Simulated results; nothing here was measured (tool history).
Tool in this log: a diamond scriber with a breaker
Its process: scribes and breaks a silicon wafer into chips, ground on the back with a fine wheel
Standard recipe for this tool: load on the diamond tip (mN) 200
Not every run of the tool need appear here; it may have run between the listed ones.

run,day,load on the diamond tip (mN),"incoming depth of the damage left on the back of the incoming wafer, um",depth of the median crack under the scribed line (µm),chips rejected at inspection after the break (%)
1,0,200,2.62,7.99,8.81
2,0.783,200,2.32,7.78,8.33
3,2.046,200,1.57,7.88,6.31
4,3.192,200,1.95,7.93,6.18
5,3.892,200,2.11,7.84,7.43
6,4.75,200,3,7.74,10.26
7,5.529,200,2.09,7.69,8.41
8,6.458,159,2.8,6.73,22.71
9,7.012,159,2.25,6.68,20.75
10,8.462,159,1.87,6.72,23.06
11,9.45,200,1.55,7.54,9.78
12,9.95,228,2.13,8.05,5.28
13,11.367,241,2.84,8.21,6.23
14,12.033,200,2.63,7.36,13.97
15,13.471,244,2.33,8.13,5.32
# day 14.017: diamond tip replaced by a new one
16,14.075,230,1.91,8.65,2.39
# day 15.433: load on the tip recalibrated
17,15.462,231,1.59,9.67,3.58
18,16.525,185,1.84,8.61,2.69
19,20.817,160,2.31,7.76,8.51
20,21.429,177,2.19,8.21,4.68
21,22.562,218,2.32,9.18,3.07
22,23.521,200,2.53,8.54,3.58

Consider 5 possible next runs. They are alternatives, not a sequence: every one starts from the tool as it was left by run 22. What does each give?
A,23.546,200,1.9,?,?
B,23.546,233,1.9,?,?
C,23.546,163,1.9,?,?
D,23.546,242,1.9,?,?
E,23.546,156,1.9,?,?

run,depth of the median crack under the scribed line (µm),chips rejected at inspection after the break (%)
A,8.75,2.57
B,9.5,3.02
C,7.88,6.81
D,9.69,3.65
E,7.71,8.32
Stripped of hidden state, with their random variation kept, the same runs would have yielded:
run,depth of the median crack under the scribed line (µm),chips rejected at inspection after the break (%)
A,8.97,2.36
B,9.73,3.79
C,8.08,5.36
D,9.93,4.66
E,7.9,6.64

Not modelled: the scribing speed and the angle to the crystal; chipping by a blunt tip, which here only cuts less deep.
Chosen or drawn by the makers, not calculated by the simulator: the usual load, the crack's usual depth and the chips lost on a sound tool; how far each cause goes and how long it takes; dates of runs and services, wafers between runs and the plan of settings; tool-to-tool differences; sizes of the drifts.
